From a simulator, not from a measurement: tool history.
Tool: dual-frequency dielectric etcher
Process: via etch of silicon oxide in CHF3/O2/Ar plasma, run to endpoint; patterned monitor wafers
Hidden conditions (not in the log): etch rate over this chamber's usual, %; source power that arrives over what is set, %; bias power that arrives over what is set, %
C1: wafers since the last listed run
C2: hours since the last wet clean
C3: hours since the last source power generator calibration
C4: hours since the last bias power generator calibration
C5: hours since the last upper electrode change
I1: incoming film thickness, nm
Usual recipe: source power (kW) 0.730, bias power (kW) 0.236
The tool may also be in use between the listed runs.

run 1 hour=0.0 | source_power_(kW)=0.690 bias_power_(kW)=0.236 | C1=0 C2=320.6 C3=2542.4 C4=2192.0 C5=3245.8 | I1=596.2 | endpoint_time_(s)=256.4
run 2 hour=163.1 | source_power_(kW)=0.690 bias_power_(kW)=0.236 | C1=869 C2=483.7 C3=2705.5 C4=2355.1 C5=3408.9 | I1=594.7 | endpoint_time_(s)=257.4
run 3 hour=227.9 | source_power_(kW)=0.690 bias_power_(kW)=0.236 | C1=345 C2=548.5 C3=2770.3 C4=2419.9 C5=3473.7 | I1=591.3 | endpoint_time_(s)=256.4
run 4 hour=296.5 | source_power_(kW)=0.730 bias_power_(kW)=0.236 | C1=365 C2=617.1 C3=2838.9 C4=2488.5 C5=3542.3 | I1=601.9 | endpoint_time_(s)=255.1
-- hour=339.1 wet clean of the chamber
run 5 hour=374.3 | source_power_(kW)=0.730 bias_power_(kW)=0.189 | C1=286 C2=35.2 C3=2916.7 C4=2566.3 C5=3620.1 | I1=594.0 | endpoint_time_(s)=273.0
run 6 hour=476.9 | source_power_(kW)=0.610 bias_power_(kW)=0.207 | C1=547 C2=137.8 C3=3019.3 C4=2668.9 C5=3722.7 | I1=595.6 | endpoint_time_(s)=285.0
-- hour=535.1 upper electrode replaced
run 7 hour=535.6 | source_power_(kW)=0.610 bias_power_(kW)=0.207 | C1=185 C2=196.5 C3=3078.0 C4=2727.6 C5=0.5 | I1=596.9 | endpoint_time_(s)=285.1
run 8 hour=627.0 | source_power_(kW)=0.610 bias_power_(kW)=0.207 | C1=487 C2=287.9 C3=3169.4 C4=2819.0 C5=91.9 | I1=597.9 | endpoint_time_(s)=287.0
run 9 hour=727.2 | source_power_(kW)=0.730 bias_power_(kW)=0.221 | C1=534 C2=388.1 C3=3269.6 C4=2919.2 C5=192.1 | I1=601.1 | endpoint_time_(s)=262.1
run 10 hour=808.9 | source_power_(kW)=0.730 bias_power_(kW)=0.221 | C1=435 C2=469.8 C3=3351.3 C4=3000.9 C5=273.8 | I1=595.6 | endpoint_time_(s)=260.3
-- hour=820.3 bias power generator calibrated
run 11 hour=876.3 | source_power_(kW)=0.850 bias_power_(kW)=0.236 | C1=338 C2=537.2 C3=3418.7 C4=56.0 C5=341.2 | I1=595.9 | endpoint_time_(s)=235.9
-- hour=947.5 wet clean of the chamber
run 12 hour=949.6 | source_power_(kW)=0.850 bias_power_(kW)=0.236 | C1=262 C2=2.1 C3=3492.0 C4=129.3 C5=414.5 | I1=591.3 | endpoint_time_(s)=233.5
run 13 hour=998.5 | source_power_(kW)=0.850 bias_power_(kW)=0.236 | C1=260 C2=51.0 C3=3540.9 C4=178.2 C5=463.4 | I1=598.6 | endpoint_time_(s)=239.3
run 14 hour=1070.5 | source_power_(kW)=0.650 bias_power_(kW)=0.292 | C1=383 C2=123.0 C3=3612.9 C4=250.2 C5=535.4 | I1=598.7 | endpoint_time_(s)=243.9
-- hour=1074.5 source power generator calibrated
run 15 hour=1142.6 | source_power_(kW)=0.730 bias_power_(kW)=0.236 | C1=363 C2=195.1 C3=68.1 C4=322.3 C5=607.5 | I1=590.8 | endpoint_time_(s)=245.5
run 16 hour=1239.4 | source_power_(kW)=0.890 bias_power_(kW)=0.236 | C1=516 C2=291.9 C3=164.9 C4=419.1 C5=704.3 | I1=594.7 | endpoint_time_(s)=227.0
run 17 hour=1318.3 | source_power_(kW)=0.600 bias_power_(kW)=0.281 | C1=420 C2=370.8 C3=243.8 C4=498.0 C5=783.2 | I1=594.8 | endpoint_time_(s)=246.6
run 18 hour=1398.1 | source_power_(kW)=0.730 bias_power_(kW)=0.236 | C1=425 C2=450.6 C3=323.6 C4=577.8 C5=863.0 | I1=596.2 | endpoint_time_(s)=247.2
run 19 hour=1503.6 | source_power_(kW)=0.730 bias_power_(kW)=0.236 | C1=562 C2=556.1 C3=429.1 C4=683.3 C5=968.5 | I1=597.3 | endpoint_time_(s)=246.0
run 20 hour=1565.6 | source_power_(kW)=0.690 bias_power_(kW)=0.236 | C1=330 C2=618.1 C3=491.1 C4=745.3 C5=1030.5 | I1=600.9 | endpoint_time_(s)=253.8
-- hour=1605.9 wet clean of the chamber
run 21 hour=1661.6 | source_power_(kW)=0.730 bias_power_(kW)=0.236 | C1=383 C2=55.7 C3=587.1 C4=841.3 C5=1126.5 | I1=595.9 | endpoint_time_(s)=248.6
run 22 hour=1762.3 | source_power_(kW)=0.690 bias_power_(kW)=0.236 | C1=536 C2=156.4 C3=687.8 C4=942.0 C5=1227.2 | I1=592.1 | endpoint_time_(s)=252.6
run 23 hour=1801.5 | source_power_(kW)=0.690 bias_power_(kW)=0.236 | C1=209 C2=195.6 C3=727.0 C4=981.2 C5=1266.4 | I1=598.9 | endpoint_time_(s)=254.8
run 24 hour=1901.8 | source_power_(kW)=0.840 bias_power_(kW)=0.262 | C1=534 C2=295.9 C3=827.3 C4=1081.5 C5=1366.7 | I1=594.0 | endpoint_time_(s)=225.7
run 25 hour=1996.5 | source_power_(kW)=0.870 bias_power_(kW)=0.236 | C1=504 C2=390.6 C3=922.0 C4=1176.2 C5=1461.4 | I1=602.5 | endpoint_time_(s)=233.9
run 26 hour=2076.9 | source_power_(kW)=0.600 bias_power_(kW)=0.290 | C1=428 C2=471.0 C3=1002.4 C4=1256.6 C5=1541.8 | I1=596.2 | endpoint_time_(s)=247.5
run 27 hour=2122.8 | source_power_(kW)=0.620 bias_power_(kW)=0.189 | C1=244 C2=516.9 C3=1048.3 C4=1302.5 C5=1587.7 | I1=597.6 | endpoint_time_(s)=288.6
-- hour=2185.5 wet clean of the chamber
run 28 hour=2221.8 | source_power_(kW)=0.730 bias_power_(kW)=0.261 | C1=399 C2=36.3 C3=1147.3 C4=1401.5 C5=1686.7 | I1=601.8 | endpoint_time_(s)=244.4
run 29 hour=2317.9 | source_power_(kW)=0.850 bias_power_(kW)=0.236 | C1=512 C2=132.4 C3=1243.4 C4=1497.6 C5=1782.8 | I1=598.7 | endpoint_time_(s)=236.4
run 30 hour=2418.5 | source_power_(kW)=0.870 bias_power_(kW)=0.262 | C1=536 C2=233.0 C3=1344.0 C4=1598.2 C5=1883.4 | I1=598.4 | endpoint_time_(s)=222.6
run 31 hour=2456.8 | source_power_(kW)=0.590 bias_power_(kW)=0.217 | C1=204 C2=271.3 C3=1382.3 C4=1636.5 C5=1921.7 | I1=593.7 | endpoint_time_(s)=279.2
run 32 hour=2506.5 | source_power_(kW)=0.580 bias_power_(kW)=0.189 | C1=265 C2=321.0 C3=1432.0 C4=1686.2 C5=1971.4 | I1=593.3 | endpoint_time_(s)=297.2
run 33 hour=2577.4 | source_power_(kW)=0.730 bias_power_(kW)=0.220 | C1=378 C2=391.9 C3=1502.9 C4=1757.1 C5=2042.3 | I1=590.7 | endpoint_time_(s)=255.0
run 34 hour=2619.3 | source_power_(kW)=0.800 bias_power_(kW)=0.212 | C1=223 C2=433.8 C3=1544.8 C4=1799.0 C5=2084.2 | I1=598.2 | endpoint_time_(s)=251.3

Measured result minus the same run's result without the hidden state. Both carry the same run-to-run variation, though not necessarily the same gauge scatter:
run=1 endpoint_time_(s)=+7.6
run=2 endpoint_time_(s)=+8.0
run=3 endpoint_time_(s)=+8.2
run=4 endpoint_time_(s)=+8.3
run=5 endpoint_time_(s)=+9.0
run=6 endpoint_time_(s)=+9.9
run=7 endpoint_time_(s)=+10.0
run=8 endpoint_time_(s)=+10.4
run=9 endpoint_time_(s)=+9.9
run=10 endpoint_time_(s)=+10.0
run=11 endpoint_time_(s)=+5.3
run=12 endpoint_time_(s)=+5.8
run=13 endpoint_time_(s)=+6.4
run=14 endpoint_time_(s)=+7.0
run=15 endpoint_time_(s)=+1.9
run=16 endpoint_time_(s)=+2.0
run=17 endpoint_time_(s)=+2.6
run=18 endpoint_time_(s)=+2.7
run=19 endpoint_time_(s)=+3.0
run=20 endpoint_time_(s)=+3.3
run=21 endpoint_time_(s)=+3.5
run=22 endpoint_time_(s)=+3.9
run=23 endpoint_time_(s)=+4.0
run=24 endpoint_time_(s)=+3.9
run=25 endpoint_time_(s)=+4.1
run=26 endpoint_time_(s)=+4.7
run=27 endpoint_time_(s)=+5.3
run=28 endpoint_time_(s)=+4.9
run=29 endpoint_time_(s)=+4.8
run=30 endpoint_time_(s)=+4.8
run=31 endpoint_time_(s)=+6.0
run=32 endpoint_time_(s)=+6.4
run=33 endpoint_time_(s)=+5.7
run=34 endpoint_time_(s)=+5.6
